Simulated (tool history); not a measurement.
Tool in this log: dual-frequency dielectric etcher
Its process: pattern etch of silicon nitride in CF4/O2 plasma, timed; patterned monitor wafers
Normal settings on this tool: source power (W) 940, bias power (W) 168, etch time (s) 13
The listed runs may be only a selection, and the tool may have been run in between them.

run   hour  source power (W)  bias power (W)  etch time (s)  wafers since the last listed run  hours since the last wet clean  hours since the last source power generator calibration  hours since the last bias power generator calibration  hours since the last upper electrode change  hours since the gauge calibration  read-back reference wafer on the same gauge, depth_nm  mean etch depth across the wafer (Å)
  1      0               940             168             14                                 0                           306.6                                                   4357.5                                                 3435.2                                       2040.4                              577.4                                                  50.95                                   489
  2     50               940             168             14                               496                           356.6                                                   4407.5                                                 3485.2                                       2090.4                              627.4                                                  50.76                                 496.9
  3  173.1               940             168             14                              1223                           479.7                                                   4530.6                                                 3608.3                                       2213.5                              750.5                                                   50.6                                 491.6
     223.6  -- wet clean of the chamber
  4  239.9               940             180             16                               425                            16.3                                                   4597.4                                                 3675.1                                       2280.3                              817.3                                                  50.49                                 582.5
  5  310.5              1010             168             13                               701                            86.9                                                     4668                                                 3745.7                                       2350.9                              887.9                                                  50.32                                 485.6
  6  348.3              1010             168             13                               375                           124.7                                                   4705.8                                                 3783.5                                       2388.7                              925.7                                                  50.19                                 488.4
     352.7  -- source power generator calibrated
  7  415.6               940             168             13                               629                             192                                                     62.9                                                 3850.8                                         2456                                993                                                  50.09                                 453.4
       419  -- gauge calibrated
  8  442.2              1070             168             13                               264                           218.6                                                     89.5                                                 3877.4                                       2482.6                               23.2                                                  52.66                                 541.8
  9  468.8               830             168             13                               264                           245.2                                                    116.1                                                   3904                                       2509.2                               49.8                                                   52.6                                 415.5
 10    502               940             147            9.5                               329                           278.4                                                    149.3                                                 3937.2                                       2542.4                                 83                                                  52.49                                 319.7
 11    548               940             168             13                               457                           324.4                                                    195.3                                                 3983.2                                       2588.4                                129                                                  52.36                                 474.9
 12  615.1               940             168             13                               666                           391.5                                                    262.4                                                 4050.3                                       2655.5                              196.1                                                  52.23                                 469.6
     659.3  -- upper electrode replaced
 13  672.1               940             168             13                               327                           448.5                                                    319.4                                                 4107.3                                         12.8                              253.1                                                  52.21                                 467.5
     695.9  -- bias power generator calibrated
     725.3  -- wet clean of the chamber
 14  725.8               820             142           15.5                               255                             0.5                                                    373.1                                                   29.9                                         66.5                              306.8                                                  52.04                                   438
 15  752.6              1030             185             10                               266                            27.3                                                    399.9                                                   56.7                                         93.3                              333.6                                                  51.99                                 419.3
 16  800.3               940             200           15.5                               474                              75                                                    447.6                                                  104.4                                          141                              381.3                                                  51.91                                 617.7
 17  861.1               940             168             13                               604                           135.8                                                    508.4                                                  165.2                                        201.8                              442.1                                                  51.78                                   468
 18  894.8               780             180             13                               334                           169.5                                                    542.1                                                  198.9                                        235.5                              475.8                                                   51.7                                 395.3
 19  939.7              1150             128           14.5                               446                           214.4                                                      587                                                  243.8                                        280.4                              520.7                                                   51.6                                 545.8

Predict each of these 3 candidate next runs independently; none follows another, all start after run 19:
  A  940.1               940             168             10                                 3                           214.8                                                    587.4                                                  244.2                                        280.8                              521.1                                                      ?                                     ?
  B  940.1              1130             187             13                                 3                           214.8                                                    587.4                                                  244.2                                        280.8                              521.1                                                      ?                                     ?
  C  940.1               850             168             13                                 3                           214.8                                                    587.4                                                  244.2                                        280.8                              521.1                                                      ?                                     ?

run  read-back reference wafer on the same gauge, depth_nm  mean etch depth across the wafer (Å)
  A                                                   51.6                                 358.9
  B                                                   51.6                                 599.1
  C                                                   51.6                                 419.2
Without the tool's unlogged condition, the same runs would have read:
run  mean etch depth across the wafer (Å)
  A                                 364.4
  B                                 608.4
  C                                 425.7
